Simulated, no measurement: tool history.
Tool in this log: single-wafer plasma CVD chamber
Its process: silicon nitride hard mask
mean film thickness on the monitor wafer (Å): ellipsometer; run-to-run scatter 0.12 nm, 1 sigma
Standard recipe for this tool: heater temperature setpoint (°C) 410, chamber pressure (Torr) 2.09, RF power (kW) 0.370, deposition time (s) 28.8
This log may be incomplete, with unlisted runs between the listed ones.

run,day,heater temperature setpoint (°C),chamber pressure (Torr),RF power (kW),deposition time (s),"read-back reference wafer on the same gauge, thickness_nm",mean film thickness on the monitor wafer (Å)
1,0.000,410,2.09,0.370,28.8,41.714,392.36
2,3.321,410,2.09,0.370,28.8,41.719,390.65
3,5.667,410,2.09,0.410,28.8,41.710,415.13
4,8.233,410,2.09,0.410,28.8,41.683,413.36
5,10.662,410,2.09,0.410,28.8,41.681,408.20
6,11.817,410,2.09,0.370,28.8,41.707,381.95
7,13.804,410,2.09,0.370,28.8,41.716,394.81
8,14.971,410,2.09,0.370,26.1,41.680,370.99
9,17.404,410,2.09,0.370,26.1,41.723,371.91
10,19.925,410,2.09,0.370,28.8,41.701,411.95
11,21.596,398,1.62,0.310,28.8,41.704,317.70
12,22.942,410,2.09,0.305,23.5,41.694,292.08
13,24.554,410,2.56,0.370,23.8,41.696,363.49
14,25.717,410,2.09,0.425,31.6,41.691,488.34
15,27.212,406,2.29,0.370,24.8,41.702,365.35
16,28.225,416,2.09,0.305,28.8,41.700,354.89
17,30.938,410,2.09,0.370,30.8,41.709,434.58
18,33.400,424,2.32,0.440,27.2,41.685,442.30

Removed from this log: 5 entries logged between the listed runs. Between which two listed runs does each belong, and how does the tool's hidden state at the listed run before it compare with that at the listed run after it?
Runs 6 to 7: capacitance manometer re-zeroed and calibrated (day 12.200); thermocouple changed; heater temperature recalibrated (day 13.133)
  delivered RF power above the setpoint (%): -4.88 -> -5.4; true pressure above the setpoint (%): -8.41 -> -0.401
  measured minus no-state result, mean film thickness on the monitor wafer (Å): -29.22 -> -15.84
Runs 7 to 8: RF generator calibrated (day 14.346)
  delivered RF power above the setpoint (%): -5.4 -> -0.115; true pressure above the setpoint (%): -0.401 -> -0.506
  measured minus no-state result, mean film thickness on the monitor wafer (Å): -15.84 -> -1.08
Runs 8 to 9: gauge calibrated (day 16.321)
  delivered RF power above the setpoint (%): -0.115 -> -0.147; true pressure above the setpoint (%): -0.506 -> -0.724
  measured minus no-state result, mean film thickness on the monitor wafer (Å): -1.08 -> -1.52
Runs 11 to 12: showerhead replaced (day 22.875)
  delivered RF power above the setpoint (%): -0.3 -> -0.376; true pressure above the setpoint (%): -1.1 -> -1.22
  measured minus no-state result, mean film thickness on the monitor wafer (Å): -2.49 -> -2.33

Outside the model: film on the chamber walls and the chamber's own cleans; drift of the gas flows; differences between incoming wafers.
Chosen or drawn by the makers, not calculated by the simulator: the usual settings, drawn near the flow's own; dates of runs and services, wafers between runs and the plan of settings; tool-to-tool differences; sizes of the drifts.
